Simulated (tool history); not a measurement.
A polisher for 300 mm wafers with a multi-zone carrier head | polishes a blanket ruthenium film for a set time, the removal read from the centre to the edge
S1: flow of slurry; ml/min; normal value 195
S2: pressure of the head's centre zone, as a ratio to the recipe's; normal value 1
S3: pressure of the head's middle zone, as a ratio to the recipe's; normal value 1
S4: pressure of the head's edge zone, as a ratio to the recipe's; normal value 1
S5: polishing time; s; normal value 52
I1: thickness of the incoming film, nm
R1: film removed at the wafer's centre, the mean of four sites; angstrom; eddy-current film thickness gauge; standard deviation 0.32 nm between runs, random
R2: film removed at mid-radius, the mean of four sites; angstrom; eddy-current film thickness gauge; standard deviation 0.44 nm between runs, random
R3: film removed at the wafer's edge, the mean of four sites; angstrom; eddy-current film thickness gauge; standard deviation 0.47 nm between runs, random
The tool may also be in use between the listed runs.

| run | hour | S1 | S2 | S3 | S4 | S5 | I1 | R1 | R2 | R3 |
|---|---|---|---|---|---|---|---|---|---|---|
| 1 | 0 | 195 | 1 | 1 | 1 | 52 | 344.1 | 324 | 331 | 338 |
| 2 | 75 | 195 | 1 | 1 | 1 | 52 | 337.3 | 322 | 337 | 328 |
| 3 | 129.6 | 195 | 1 | 1 | 1 | 52 | 333.1 | 323 | 327 | 330 |
| 4 | 215.2 | 195 | 1 | 1 | 1 | 52 | 340.6 | 315 | 325 | 324 |
|  | 273.2 | worn pad replaced by a new one |
| 5 | 285.2 | 195 | 0.97 | 1 | 1 | 52 | 345.5 | 315 | 333 | 332 |
|  | 293 | carrier head's membrane replaced by a new one |
|  | 318.6 | slurry nozzle cleaned |
|  | 336.8 | centre zone pressure recalibrated |
| 6 | 385.3 | 195 | 0.97 | 1 | 1 | 52 | 343.1 | 321 | 329 | 332 |
|  | 442.8 | edge zone pressure recalibrated |
| 7 | 454.9 | 195 | 1 | 1 | 1 | 52 | 342.3 | 323 | 328 | 321 |
| 8 | 528.9 | 195 | 1 | 1 | 1 | 41 | 340 | 260 | 260 | 260 |
| 9 | 631 | 170 | 1 | 1 | 0.93 | 52 | 341.8 | 312 | 313 | 303 |
| 10 | 667.9 | 195 | 1 | 1 | 1 | 52 | 344.3 | 314 | 318 | 322 |
|  | 707.9 | worn pad replaced by a new one |
| 11 | 758.6 | 195 | 1.04 | 1.1 | 1.06 | 35 | 333 | 228 | 248 | 231 |
|  | 781 | centre zone pressure recalibrated |
| 12 | 802.7 | 160 | 1 | 1 | 1.05 | 52 | 335 | 320 | 327 | 338 |
| 13 | 901.1 | 195 | 1 | 1 | 1 | 52 | 345.1 | 328 | 320 | 336 |
| 14 | 938.3 | 195 | 1.04 | 1 | 1 | 45 | 339.2 | 288 | 282 | 282 |

What will run 15 give?
|  | 952.9 | slurry nozzle cleaned |
| 15 | 1045.3 | 135 | 1 | 1 | 1 | 52 | 340.2 | ? | ? | ? |

Run 15 yielded R1 306 angstrom, R2 314 angstrom, R3 319 angstrom.
The same run, on a tool lacking any hidden state, would have yielded R1 315 angstrom, R2 324 angstrom, R3 329 angstrom.
